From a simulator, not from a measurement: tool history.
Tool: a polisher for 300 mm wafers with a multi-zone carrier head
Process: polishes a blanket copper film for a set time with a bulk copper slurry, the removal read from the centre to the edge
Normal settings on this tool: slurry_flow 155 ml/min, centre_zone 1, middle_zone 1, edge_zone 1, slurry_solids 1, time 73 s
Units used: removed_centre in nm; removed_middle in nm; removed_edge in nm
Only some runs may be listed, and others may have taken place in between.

run,hour,slurry_flow,centre_zone,middle_zone,edge_zone,slurry_solids,time,wafers since the last listed run,wafers polished on this pad,hours since the slurry nozzle was cleaned,hours since the centre zone pressure was calibrated,hours since the edge zone pressure was calibrated,hours since the carrier head's membrane was replaced,"incoming thickness of the incoming film, nm",removed_centre,removed_middle,removed_edge
1,0,170,1,1,1,1,89,0,1179,40.6,171,1203.8,183.5,4748,1092.2,1083.2,1060
2,13.5,170,1,1.07,1,1,65,148,1327,54.1,184.5,1217.3,197,4693.6,787.9,816.4,776.5
3,26.8,200,1,1.11,1.09,1,80,146,1473,67.4,197.8,1230.6,210.3,4688.2,1008.4,1077,1030.6
# hour 43.8: worn pad replaced by a new one
4,44.3,155,1,1,1,1,73,148,5,84.9,215.3,1248.1,227.8,4741,855.3,871.3,866.9
5,54.9,155,1,1,1,1,73,116,122,95.5,225.9,1258.7,238.4,4743.1,860.8,866.7,873.4
6,69.1,155,1,1,1,1,57,156,278,109.7,240.1,1272.9,252.6,4690.7,686,675,694.9
7,79,155,1,1,1,1,73,108,387,119.6,250,1282.8,262.5,4723.7,891.5,860.6,875.4
8,88.5,155,1,1,1,1,73,104,492,129.1,259.5,1292.3,272,4669.5,865.3,852.9,883.8
9,114.5,155,1,1,1,1,73,286,778,155.1,285.5,1318.3,298,4645.5,870.9,842.8,848.5
10,120.6,155,1.12,1,1,0.8,91,67,845,161.2,291.6,1324.4,304.1,4721.9,1165.4,1024.4,1024.2
# hour 125.6: edge zone pressure recalibrated
11,127.4,175,0.9,1.05,1,1,73,52,898,168,298.4,1.8,310.9,4810.9,798.5,918.4,876.4
12,137.4,155,1.12,1,1,0.8,91,110,1008,178,308.4,11.8,320.9,4713.1,1167.6,1025.6,1035.4
13,154,155,1,1,1,1.15,73,182,1190,194.6,325,28.4,337.5,4761.8,879.5,889.5,908.5
14,160.9,155,1,1,1,1,73,75,1266,201.5,331.9,35.3,344.4,4823.3,889.3,852.5,881.6
15,172.4,155,1,0.94,0.95,1.1,81,126,1393,213,343.4,46.8,355.9,4762,975.5,929.5,957.2
# hour 197.7: worn pad replaced by a new one
16,220.9,155,1.05,1,1,1,73,489,255,261.5,391.9,95.3,404.4,4823,925.4,856.3,878.4
17,227.3,155,1,1,1,1,73,70,326,267.9,398.3,101.7,410.8,4711.4,877,862.9,876.9
18,235.3,155,1,1,1,1,73,88,414,275.9,406.3,109.7,418.8,4769.7,869.1,883.1,853.1
# hour 242.3: slurry nozzle cleaned
19,249.7,170,1.04,1,1.08,1,73,147,561,7.4,420.7,124.1,433.2,4787.6,942.5,870,918
20,263.2,115,1,1.12,1,1,73,148,709,20.9,434.2,137.6,446.7,4715.3,791.8,865.1,837.3
21,280.9,130,1,0.95,1,1,73,194,904,38.6,451.9,155.3,464.4,4744.9,826.9,802,867
22,298.6,155,0.94,1,1,1,80,194,1099,56.3,469.6,173,482.1,4672.6,872.7,959.2,963.9

Below are 4 alternative next runs, each starting from the tool's condition after run 22. Predict each:
A,299,155,1.09,1,1,1,73,4,1103,56.7,470,173.4,482.5,4747.8,?,?,?
B,299,170,1,1,1,0.85,73,4,1103,56.7,470,173.4,482.5,4747.8,?,?,?
C,299,175,1,0.88,1,0.85,62,4,1103,56.7,470,173.4,482.5,4747.8,?,?,?
D,299,130,1.07,1,1,1,73,4,1103,56.7,470,173.4,482.5,4747.8,?,?,?

run,removed_centre,removed_middle,removed_edge
A,966.6,854.2,877.7
B,874.6,841.5,860
C,746.6,665.1,734
D,907.3,821.4,853.6
The same runs, with their run-to-run variation unchanged, on a tool lacking any hidden condition would have given:
run,removed_centre,removed_middle,removed_edge
A,966.6,854.2,877.7
B,874.6,841.5,860
C,746.6,665.1,734
D,907.3,821.4,853.6

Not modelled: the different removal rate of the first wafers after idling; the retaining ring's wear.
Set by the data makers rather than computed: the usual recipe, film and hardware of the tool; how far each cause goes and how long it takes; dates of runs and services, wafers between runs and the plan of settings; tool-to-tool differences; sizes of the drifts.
